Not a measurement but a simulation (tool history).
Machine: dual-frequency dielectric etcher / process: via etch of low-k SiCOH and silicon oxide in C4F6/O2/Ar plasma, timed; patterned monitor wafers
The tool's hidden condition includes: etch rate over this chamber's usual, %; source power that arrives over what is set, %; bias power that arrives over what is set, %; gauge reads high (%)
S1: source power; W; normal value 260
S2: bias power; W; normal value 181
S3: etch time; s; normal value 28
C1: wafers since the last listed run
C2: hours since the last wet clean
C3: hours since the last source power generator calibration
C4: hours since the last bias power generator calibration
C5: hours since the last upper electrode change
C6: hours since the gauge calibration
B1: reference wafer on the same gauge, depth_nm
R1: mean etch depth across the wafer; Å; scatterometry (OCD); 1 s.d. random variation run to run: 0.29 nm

run	day	S1	S2	S3	C1	C2	C3	C4	C5	C6	B1	R1
1	0	260	181	28	0	166.4	1478.3	1152.9	53	264.4	60.2	555
2	2.9	260	181	28	1296	236	1547.9	1222.5	122.6	334	60.2	556
3	4.883	260	181	28	887	283.6	1595.5	1270.1	170.2	381.6	60.3	557
4	7.229	260	192	28	1049	339.9	1651.8	1326.4	226.5	437.9	60.3	565
5	10.167	260	194	28	1313	410.4	1722.3	1396.9	297	508.4	60.2	568
6	11.775	260	181	28	719	449	1760.9	1435.5	335.6	547	60.2	555
# day 13.221: wet clean of the chamber
7	13.308	260	209	28	238	2.1	1797.7	1472.3	372.4	583.8	60.2	576
8	14.508	260	148	20.5	536	30.9	1826.5	1501.1	401.2	612.6	60.3	386
9	17.062	260	181	28	1142	92.2	1887.8	1562.4	462.5	673.9	60.2	553
10	18.825	260	181	28	788	134.5	1930.1	1604.7	504.8	716.2	60.3	555
11	21.804	220	207	28	1332	206	2001.6	1676.2	576.3	787.7	60.2	537
12	23.742	260	181	28	866	252.5	2048.1	1722.7	622.8	834.2	60.2	560
13	25.188	260	181	22	646	287.2	2082.8	1757.4	657.5	868.9	60.2	438
14	28.15	230	181	32.5	1324	358.3	2153.9	1828.5	728.6	940	60.2	608
15	29.929	260	181	33.5	795	401	2196.6	1871.2	771.3	982.7	60.3	665
16	31.442	260	181	28	676	437.3	2232.9	1907.5	807.6	1019	60.2	559
17	33.342	260	181	28	849	482.9	2278.5	1953.1	853.2	1064.6	60.1	559
# day 34.129: bias power generator calibrated
# day 34.483: wet clean of the chamber
18	35.858	290	157	28	892	33	2338.9	41.5	913.6	1125	60.2	559
# day 38.046: source power generator calibrated
19	38.4	220	181	36.5	1062	94	8.5	102.5	974.6	1186	60.2	664
20	41.346	220	161	31.5	1317	164.7	79.2	173.2	1045.3	1256.7	60.3	552
21	44.021	230	218	31.5	1196	228.9	143.4	237.4	1109.5	1320.9	60.3	615
22	46.188	220	194	25	969	280.9	195.4	289.4	1161.5	1372.9	60.1	462

Predict the results of run 23:
23	47.525	290	170	32	598	313	227.5	321.5	1193.6	1405	?	?

{"run 23": {"B1": 60.1, "R1": 635}}
Take away the tool's hidden state, keep the run-to-run variation as it was, and the same run would have given R1 633 Å.
